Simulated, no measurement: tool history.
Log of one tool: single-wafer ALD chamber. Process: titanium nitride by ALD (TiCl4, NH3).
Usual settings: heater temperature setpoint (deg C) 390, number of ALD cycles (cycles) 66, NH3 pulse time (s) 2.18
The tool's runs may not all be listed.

run,hour,heater temperature setpoint (deg C),number of ALD cycles (cycles),NH3 pulse time (s),wafers since the last listed run,hours since the last thermocouple change,hours since the showerhead was replaced,hours since the gauge calibration,"read-back reference wafer on the same gauge, thickness_nm",mean film thickness on the monitor wafer (nm)
1,0.0,400,66,2.18,0,494.5,4560.7,1649.9,1.151,1.347
2,53.6,400,66,2.18,176,548.1,4614.3,1703.5,1.151,1.350
3,90.6,400,66,2.18,121,585.1,4651.3,1740.5,1.150,1.343
4,128.4,390,69,2.18,124,622.9,4689.1,1778.3,1.149,1.396
5,223.6,390,69,2.18,313,718.1,4784.3,1873.5,1.151,1.391
6,281.5,390,69,2.18,190,776.0,4842.2,1931.4,1.150,1.396
7,358.1,390,71,2.18,252,852.6,4918.8,2008.0,1.149,1.432
8,463.8,390,71,2.18,348,958.3,5024.5,2113.7,1.150,1.439
9,534.2,390,71,2.18,231,1028.7,5094.9,2184.1,1.151,1.440
10,629.4,390,66,2.18,313,1123.9,5190.1,2279.3,1.151,1.335
11,677.2,390,66,2.18,157,1171.7,5237.9,2327.1,1.151,1.328
12,781.5,390,66,2.18,343,1276.0,5342.2,2431.4,1.151,1.339
13,857.2,380,66,2.18,249,1351.7,5417.9,2507.1,1.151,1.319
14,917.1,380,66,2.18,197,1411.6,5477.8,2567.0,1.151,1.316
15,1024.0,380,66,2.18,352,1518.5,5584.7,2673.9,1.150,1.326
16,1113.8,384,66,2.18,295,1608.3,5674.5,2763.7,1.150,1.329
17,1200.8,384,66,2.18,286,1695.3,5761.5,2850.7,1.150,1.323
# hour 1212.6: thermocouple changed; heater temperature recalibrated
18,1262.9,390,66,2.18,178,50.3,5823.6,2912.8,1.150,1.334
19,1318.5,390,66,2.18,183,105.9,5879.2,2968.4,1.151,1.333
# hour 1336.2: showerhead replaced
20,1410.4,390,66,2.18,276,197.8,74.2,3060.3,1.150,1.329
21,1495.1,390,66,2.94,278,282.5,158.9,3145.0,1.150,1.344
22,1593.5,376,66,1.77,324,380.9,257.3,3243.4,1.150,1.312
# hour 1792.6: gauge calibrated
23,1826.2,390,61,3.00,766,613.6,490.0,33.6,1.150,1.244
24,1919.9,378,66,2.18,308,707.3,583.7,127.3,1.149,1.319
25,1956.1,402,66,2.18,119,743.5,619.9,163.5,1.149,1.343
26,2053.7,390,66,2.18,321,841.1,717.5,261.1,1.150,1.334
27,2099.9,377,72,2.18,152,887.3,763.7,307.3,1.151,1.448
28,2174.7,399,79,2.96,246,962.1,838.5,382.1,1.150,1.615
29,2277.6,399,53,2.97,338,1065.0,941.4,485.0,1.150,1.083
30,2330.6,390,66,2.18,174,1118.0,994.4,538.0,1.150,1.338
31,2376.3,404,70,2.18,150,1163.7,1040.1,583.7,1.151,1.433
32,2450.2,385,56,2.18,243,1237.6,1114.0,657.6,1.151,1.128
33,2499.6,382,59,1.77,162,1287.0,1163.4,707.0,1.150,1.178
34,2553.7,390,66,2.18,178,1341.1,1217.5,761.1,1.150,1.331
35,2647.1,402,60,1.80,307,1434.5,1310.9,854.5,1.151,1.224
# hour 2711.5: thermocouple changed; heater temperature recalibrated
36,2748.7,390,66,2.68,308,37.2,1412.5,956.1,1.150,1.343
37,2815.9,390,55,1.86,221,104.4,1479.7,1023.3,1.151,1.114
38,2907.8,398,66,1.31,302,196.3,1571.6,1115.2,1.151,1.330
39,2985.6,390,66,2.18,256,274.1,1649.4,1193.0,1.151,1.332
40,3033.6,398,73,2.46,158,322.1,1697.4,1241.0,1.150,1.488

Forecast each of these 4 alternatives for the next run:
A,3034.1,390,66,1.87,1,322.6,1697.9,1241.5,?,?
B,3034.1,390,57,1.77,1,322.6,1697.9,1241.5,?,?
C,3034.1,403,66,2.18,1,322.6,1697.9,1241.5,?,?
D,3034.1,390,54,2.18,1,322.6,1697.9,1241.5,?,?

run,"read-back reference wafer on the same gauge, thickness_nm",mean film thickness on the monitor wafer (nm)
A,1.150,1.331
B,1.150,1.148
C,1.150,1.348
D,1.150,1.093
Without the tool's hidden state the same runs would have given:
run,mean film thickness on the monitor wafer (nm)
A,1.331
B,1.148
C,1.348
D,1.093
